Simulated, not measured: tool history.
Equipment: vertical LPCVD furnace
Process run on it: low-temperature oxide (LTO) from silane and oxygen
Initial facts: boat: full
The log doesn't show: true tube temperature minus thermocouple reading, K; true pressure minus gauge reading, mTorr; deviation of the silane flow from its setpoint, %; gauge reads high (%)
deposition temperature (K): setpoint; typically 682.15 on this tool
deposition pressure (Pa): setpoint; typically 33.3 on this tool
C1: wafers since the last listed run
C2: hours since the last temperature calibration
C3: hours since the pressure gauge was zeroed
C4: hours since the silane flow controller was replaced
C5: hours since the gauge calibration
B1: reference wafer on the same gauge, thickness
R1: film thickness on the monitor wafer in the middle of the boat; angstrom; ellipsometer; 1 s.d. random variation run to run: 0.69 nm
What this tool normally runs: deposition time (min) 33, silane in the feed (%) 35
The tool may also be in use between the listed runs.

{"run": 1, "hour": 0.0, "deposition temperature (K)": 682.15, "deposition pressure (Pa)": 33.3, "deposition time (min)": 33, "silane in the feed (%)": 35, "C1": 0, "C2": 5182.7, "C3": 2518.2, "C4": 3425.1, "C5": 774.5, "B1": 281.08, "R1": 3192.7}
{"run": 2, "hour": 70.8, "deposition temperature (K)": 691.15, "deposition pressure (Pa)": 33.3, "deposition time (min)": 33, "silane in the feed (%)": 32, "C1": 1139, "C2": 5253.5, "C3": 2589, "C4": 3495.9, "C5": 845.3, "B1": 280.92, "R1": 3127.2}
{"run": 3, "hour": 116.9, "deposition temperature (K)": 682.15, "deposition pressure (Pa)": 33.3, "deposition time (min)": 33, "silane in the feed (%)": 35, "C1": 741, "C2": 5299.6, "C3": 2635.1, "C4": 3542, "C5": 891.4, "B1": 281.18, "R1": 3185.9}
{"hour": 298.4, "done": "thermocouples replaced and temperature profile calibrated"}
{"run": 4, "hour": 298.9, "deposition temperature (K)": 682.15, "deposition pressure (Pa)": 33.3, "deposition time (min)": 33, "silane in the feed (%)": 35, "C1": 2542, "C2": 0.5, "C3": 2817.1, "C4": 3724, "C5": 1073.4, "B1": 280.94, "R1": 3172.5}
{"run": 5, "hour": 359.8, "deposition temperature (K)": 682.15, "deposition pressure (Pa)": 33.3, "deposition time (min)": 33, "silane in the feed (%)": 35, "C1": 980, "C2": 61.4, "C3": 2878, "C4": 3784.9, "C5": 1134.3, "B1": 280.69, "R1": 3181.3}
{"run": 6, "hour": 400.8, "deposition temperature (K)": 679.15, "deposition pressure (Pa)": 33.3, "deposition time (min)": 33, "silane in the feed (%)": 35, "C1": 659, "C2": 102.4, "C3": 2919, "C4": 3825.9, "C5": 1175.3, "B1": 281.16, "R1": 3073.4}
{"run": 7, "hour": 443.3, "deposition temperature (K)": 679.15, "deposition pressure (Pa)": 33.3, "deposition time (min)": 33, "silane in the feed (%)": 35, "C1": 684, "C2": 144.9, "C3": 2961.5, "C4": 3868.4, "C5": 1217.8, "B1": 281.15, "R1": 3068.9}
{"run": 8, "hour": 491.2, "deposition temperature (K)": 679.15, "deposition pressure (Pa)": 33.3, "deposition time (min)": 33, "silane in the feed (%)": 35, "C1": 770, "C2": 192.8, "C3": 3009.4, "C4": 3916.3, "C5": 1265.7, "B1": 280.99, "R1": 3052.8}
{"hour": 534.2, "done": "pressure gauge zeroed"}
{"run": 9, "hour": 534.7, "deposition temperature (K)": 682.15, "deposition pressure (Pa)": 33.3, "deposition time (min)": 33, "silane in the feed (%)": 35, "C1": 313, "C2": 236.3, "C3": 0.5, "C4": 3959.8, "C5": 1309.2, "B1": 281.05, "R1": 3180.4}
{"run": 10, "hour": 587.7, "deposition temperature (K)": 682.15, "deposition pressure (Pa)": 33.3, "deposition time (min)": 33, "silane in the feed (%)": 35, "C1": 852, "C2": 289.3, "C3": 53.5, "C4": 4012.8, "C5": 1362.2, "B1": 281.02, "R1": 3170.8}
{"run": 11, "hour": 646.2, "deposition temperature (K)": 682.15, "deposition pressure (Pa)": 33.3, "deposition time (min)": 33, "silane in the feed (%)": 35, "C1": 941, "C2": 347.8, "C3": 112, "C4": 4071.3, "C5": 1420.7, "B1": 280.87, "R1": 3158.2}
{"run": 12, "hour": 676.2, "deposition temperature (K)": 682.15, "deposition pressure (Pa)": 26, "deposition time (min)": 21, "silane in the feed (%)": 35, "C1": 482, "C2": 377.8, "C3": 142, "C4": 4101.3, "C5": 1450.7, "B1": 280.6, "R1": 1573.2}
{"run": 13, "hour": 726.6, "deposition temperature (K)": 673.15, "deposition pressure (Pa)": 33.3, "deposition time (min)": 33, "silane in the feed (%)": 38, "C1": 811, "C2": 428.2, "C3": 192.4, "C4": 4151.7, "C5": 1501.1, "B1": 280.96, "R1": 3194.4}
{"run": 14, "hour": 790.7, "deposition temperature (K)": 682.15, "deposition pressure (Pa)": 33.3, "deposition time (min)": 33, "silane in the feed (%)": 32, "C1": 1031, "C2": 492.3, "C3": 256.5, "C4": 4215.8, "C5": 1565.2, "B1": 280.61, "R1": 2796.6}
{"run": 15, "hour": 836.2, "deposition temperature (K)": 687.15, "deposition pressure (Pa)": 39.3, "deposition time (min)": 24.5, "silane in the feed (%)": 38, "C1": 732, "C2": 537.8, "C3": 302, "C4": 4261.3, "C5": 1610.7, "B1": 281.02, "R1": 3257.4}
{"run": 16, "hour": 1039.4, "deposition temperature (K)": 682.15, "deposition pressure (Pa)": 33.3, "deposition time (min)": 33, "silane in the feed (%)": 35, "C1": 3270, "C2": 741, "C3": 505.2, "C4": 4464.5, "C5": 1813.9, "B1": 280.99, "R1": 3164.1}
{"hour": 1046.9, "done": "gauge calibrated"}
{"run": 17, "hour": 1103.1, "deposition temperature (K)": 682.15, "deposition pressure (Pa)": 33.3, "deposition time (min)": 33, "silane in the feed (%)": 35, "C1": 1025, "C2": 804.7, "C3": 568.9, "C4": 4528.2, "C5": 56.2, "B1": 280.83, "R1": 3168}
{"hour": 1131.7, "done": "silane flow controller replaced"}
{"run": 18, "hour": 1132.2, "deposition temperature (K)": 685.15, "deposition pressure (Pa)": 30, "deposition time (min)": 33, "silane in the feed (%)": 35, "C1": 82, "C2": 833.8, "C3": 598, "C4": 0.5, "C5": 85.3, "B1": 280.96, "R1": 2860.3}
{"run": 19, "hour": 1188.5, "deposition temperature (K)": 682.15, "deposition pressure (Pa)": 33.3, "deposition time (min)": 33, "silane in the feed (%)": 35, "C1": 906, "C2": 890.1, "C3": 654.3, "C4": 56.8, "C5": 141.6, "B1": 281.02, "R1": 3078.3}
{"run": 20, "hour": 1248.2, "deposition temperature (K)": 677.15, "deposition pressure (Pa)": 27.3, "deposition time (min)": 33, "silane in the feed (%)": 35, "C1": 960, "C2": 949.8, "C3": 714, "C4": 116.5, "C5": 201.3, "B1": 281.05, "R1": 2375.1}
{"run": 21, "hour": 1302.9, "deposition temperature (K)": 679.15, "deposition pressure (Pa)": 33.3, "deposition time (min)": 41, "silane in the feed (%)": 35, "C1": 880, "C2": 1004.5, "C3": 768.7, "C4": 171.2, "C5": 256, "B1": 281.32, "R1": 3688.8}
{"run": 22, "hour": 1327.1, "deposition temperature (K)": 675.15, "deposition pressure (Pa)": 33.3, "deposition time (min)": 33, "silane in the feed (%)": 28, "C1": 389, "C2": 1028.7, "C3": 792.9, "C4": 195.4, "C5": 280.2, "B1": 281, "R1": 2040.9}
{"run": 23, "hour": 1363.5, "deposition temperature (K)": 682.15, "deposition pressure (Pa)": 39.3, "deposition time (min)": 33, "silane in the feed (%)": 30, "C1": 585, "C2": 1065.1, "C3": 829.3, "C4": 231.8, "C5": 316.6, "B1": 280.93, "R1": 2898.3}
{"run": 24, "hour": 1402.5, "deposition temperature (K)": 682.15, "deposition pressure (Pa)": 33.3, "deposition time (min)": 33, "silane in the feed (%)": 35, "C1": 627, "C2": 1104.1, "C3": 868.3, "C4": 270.8, "C5": 355.6, "B1": 281.13, "R1": 3064.8}
{"run": 25, "hour": 1455.3, "deposition temperature (K)": 678.15, "deposition pressure (Pa)": 37.3, "deposition time (min)": 33, "silane in the feed (%)": 35, "C1": 849, "C2": 1156.9, "C3": 921.1, "C4": 323.6, "C5": 408.4, "B1": 281.03, "R1": 3286.5}
{"run": 26, "hour": 1524.3, "deposition temperature (K)": 670.15, "deposition pressure (Pa)": 33.3, "deposition time (min)": 33, "silane in the feed (%)": 35, "C1": 1110, "C2": 1225.9, "C3": 990.1, "C4": 392.6, "C5": 477.4, "B1": 281.12, "R1": 2678.3}
{"hour": 1565.2, "done": "silane flow controller replaced, repeated, since the last time left the tool worse"}
{"run": 27, "hour": 1595.5, "deposition temperature (K)": 678.15, "deposition pressure (Pa)": 27.3, "deposition time (min)": 33, "silane in the feed (%)": 29, "C1": 759, "C2": 1297.1, "C3": 1061.3, "C4": 30.3, "C5": 548.6, "B1": 281.08, "R1": 1958.3}
{"run": 28, "hour": 1631.3, "deposition temperature (K)": 682.15, "deposition pressure (Pa)": 33.3, "deposition time (min)": 33, "silane in the feed (%)": 35, "C1": 576, "C2": 1332.9, "C3": 1097.1, "C4": 66.1, "C5": 584.4, "B1": 281.03, "R1": 3245.4}
{"run": 29, "hour": 1680.8, "deposition temperature (K)": 682.15, "deposition pressure (Pa)": 33.3, "deposition time (min)": 33, "silane in the feed (%)": 35, "C1": 796, "C2": 1382.4, "C3": 1146.6, "C4": 115.6, "C5": 633.9, "B1": 281, "R1": 3247.5}
{"run": 30, "hour": 1713.3, "deposition temperature (K)": 682.15, "deposition pressure (Pa)": 33.3, "deposition time (min)": 33, "silane in the feed (%)": 35, "C1": 523, "C2": 1414.9, "C3": 1179.1, "C4": 148.1, "C5": 666.4, "B1": 280.8, "R1": 3242.2}
{"run": 31, "hour": 1779.3, "deposition temperature (K)": 679.15, "deposition pressure (Pa)": 33.3, "deposition time (min)": 41.5, "silane in the feed (%)": 35, "C1": 1062, "C2": 1480.9, "C3": 1245.1, "C4": 214.1, "C5": 732.4, "B1": 281.17, "R1": 3951}
{"run": 32, "hour": 1828.3, "deposition temperature (K)": 682.15, "deposition pressure (Pa)": 33.3, "deposition time (min)": 33, "silane in the feed (%)": 35, "C1": 788, "C2": 1529.9, "C3": 1294.1, "C4": 263.1, "C5": 781.4, "B1": 281.02, "R1": 3236.1}

Consider 3 possible next runs. They are alternatives, not a sequence: every one starts from the tool as it was left by run 32. What does each give?
{"run": "A", "hour": 1832.4, "deposition temperature (K)": 675.15, "deposition pressure (Pa)": 33.3, "deposition time (min)": 33, "silane in the feed (%)": 35, "C1": 65, "C2": 1534, "C3": 1298.2, "C4": 267.2, "C5": 785.5, "B1": "?", "R1": "?"}
{"run": "B", "hour": 1832.4, "deposition temperature (K)": 688.15, "deposition pressure (Pa)": 33.3, "deposition time (min)": 33, "silane in the feed (%)": 41, "C1": 65, "C2": 1534, "C3": 1298.2, "C4": 267.2, "C5": 785.5, "B1": "?", "R1": "?"}
{"run": "C", "hour": 1832.4, "deposition temperature (K)": 676.15, "deposition pressure (Pa)": 33.3, "deposition time (min)": 33, "silane in the feed (%)": 31, "C1": 65, "C2": 1534, "C3": 1298.2, "C4": 267.2, "C5": 785.5, "B1": "?", "R1": "?"}

run=A B1=280.86 R1=3006.8
run=B B1=280.86 R1=4204.9
run=C B1=280.86 R1=2571
With no hidden state in the tool, these same runs would have given:
run=A R1=3015.8
run=B R1=4214.4
run=C R1=2579.8
